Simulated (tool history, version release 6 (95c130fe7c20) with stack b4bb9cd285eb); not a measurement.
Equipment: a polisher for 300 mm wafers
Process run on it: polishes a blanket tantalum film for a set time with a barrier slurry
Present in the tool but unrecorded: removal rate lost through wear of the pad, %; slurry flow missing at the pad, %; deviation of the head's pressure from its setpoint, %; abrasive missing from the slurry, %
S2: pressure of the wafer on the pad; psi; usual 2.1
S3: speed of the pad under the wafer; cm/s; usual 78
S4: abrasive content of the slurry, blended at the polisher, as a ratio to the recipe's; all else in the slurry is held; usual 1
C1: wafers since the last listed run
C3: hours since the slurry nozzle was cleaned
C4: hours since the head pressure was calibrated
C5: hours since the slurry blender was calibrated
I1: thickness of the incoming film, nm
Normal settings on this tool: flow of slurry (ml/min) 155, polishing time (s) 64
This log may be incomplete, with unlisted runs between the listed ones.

run 1 hour=0 | flow_of_slurry_(ml/min)=155 S2=1.8 S3=78 S4=1 polishing_time_(s)=64 | C1=0 wafers_polished_on_this_pad=897 C3=566.4 C4=836.7 C5=164.2 | I1=397.8 | film_removed_(Å)=736
run 2 hour=14.9 | flow_of_slurry_(ml/min)=155 S2=2.1 S3=78 S4=1 polishing_time_(s)=64 | C1=195 wafers_polished_on_this_pad=1093 C3=581.3 C4=851.6 C5=179.1 | I1=397 | film_removed_(Å)=846
run 3 hour=21.4 | flow_of_slurry_(ml/min)=155 S2=2.1 S3=78 S4=1 polishing_time_(s)=64 | C1=85 wafers_polished_on_this_pad=1178 C3=587.8 C4=858.1 C5=185.6 | I1=394.9 | film_removed_(Å)=856
-- hour=32.6 worn pad replaced by a new one
run 4 hour=33.1 | flow_of_slurry_(ml/min)=155 S2=2.1 S3=78 S4=1 polishing_time_(s)=64 | C1=101 wafers_polished_on_this_pad=7 C3=599.5 C4=869.8 C5=197.3 | I1=384.3 | film_removed_(Å)=890
run 5 hour=42.1 | flow_of_slurry_(ml/min)=155 S2=2.1 S3=78 S4=1 polishing_time_(s)=64 | C1=118 wafers_polished_on_this_pad=125 C3=608.5 C4=878.8 C5=206.3 | I1=395.2 | film_removed_(Å)=899
run 6 hour=54.9 | flow_of_slurry_(ml/min)=155 S2=2.1 S3=78 S4=1 polishing_time_(s)=64 | C1=168 wafers_polished_on_this_pad=293 C3=621.3 C4=891.6 C5=219.1 | I1=396.5 | film_removed_(Å)=897
run 7 hour=62.1 | flow_of_slurry_(ml/min)=120 S2=1.8 S3=78 S4=0.8 polishing_time_(s)=82 | C1=94 wafers_polished_on_this_pad=388 C3=628.5 C4=898.8 C5=226.3 | I1=390.7 | film_removed_(Å)=886
run 8 hour=70.3 | flow_of_slurry_(ml/min)=115 S2=2.1 S3=78 S4=1 polishing_time_(s)=64 | C1=107 wafers_polished_on_this_pad=496 C3=636.7 C4=907 C5=234.5 | I1=395.4 | film_removed_(Å)=853
run 9 hour=78.1 | flow_of_slurry_(ml/min)=180 S2=1.9 S3=78 S4=1 polishing_time_(s)=64 | C1=102 wafers_polished_on_this_pad=598 C3=644.5 C4=914.8 C5=242.3 | I1=388.4 | film_removed_(Å)=829
-- hour=84.9 slurry nozzle cleaned
run 10 hour=92.7 | flow_of_slurry_(ml/min)=185 S2=2.1 S3=68 S4=1.2 polishing_time_(s)=75 | C1=178 wafers_polished_on_this_pad=777 C3=7.8 C4=929.4 C5=256.9 | I1=389.7 | film_removed_(Å)=968
run 11 hour=104 | flow_of_slurry_(ml/min)=155 S2=2.1 S3=56 S4=1 polishing_time_(s)=64 | C1=148 wafers_polished_on_this_pad=925 C3=19.1 C4=940.7 C5=268.2 | I1=387.6 | film_removed_(Å)=630
run 12 hour=117.9 | flow_of_slurry_(ml/min)=155 S2=2.1 S3=78 S4=1 polishing_time_(s)=64 | C1=182 wafers_polished_on_this_pad=1108 C3=33 C4=954.6 C5=282.1 | I1=386.6 | film_removed_(Å)=863
-- hour=129.5 worn pad replaced by a new one
run 13 hour=135.9 | flow_of_slurry_(ml/min)=125 S2=2.1 S3=94 S4=0.75 polishing_time_(s)=71 | C1=183 wafers_polished_on_this_pad=83 C3=51 C4=972.6 C5=300.1 | I1=397.9 | film_removed_(Å)=1090
run 14 hour=147.6 | flow_of_slurry_(ml/min)=155 S2=2.1 S3=78 S4=1 polishing_time_(s)=64 | C1=153 wafers_polished_on_this_pad=237 C3=62.7 C4=984.3 C5=311.8 | I1=394.8 | film_removed_(Å)=918
run 15 hour=159.4 | flow_of_slurry_(ml/min)=155 S2=1.6 S3=78 S4=0.85 polishing_time_(s)=64 | C1=155 wafers_polished_on_this_pad=392 C3=74.5 C4=996.1 C5=323.6 | I1=388 | film_removed_(Å)=671

The next listed run, before its measurement:
run 16 hour=173.6 | flow_of_slurry_(ml/min)=155 S2=2.1 S3=78 S4=1 polishing_time_(s)=54 | C1=186 wafers_polished_on_this_pad=578 C3=88.7 C4=1010.3 C5=337.8 | I1=396.2 | film_removed_(Å)=?

{"run 16": {"film removed (Å)": 763}}
Minus the tool's unlogged condition, the same run would have read film removed (Å) 675.
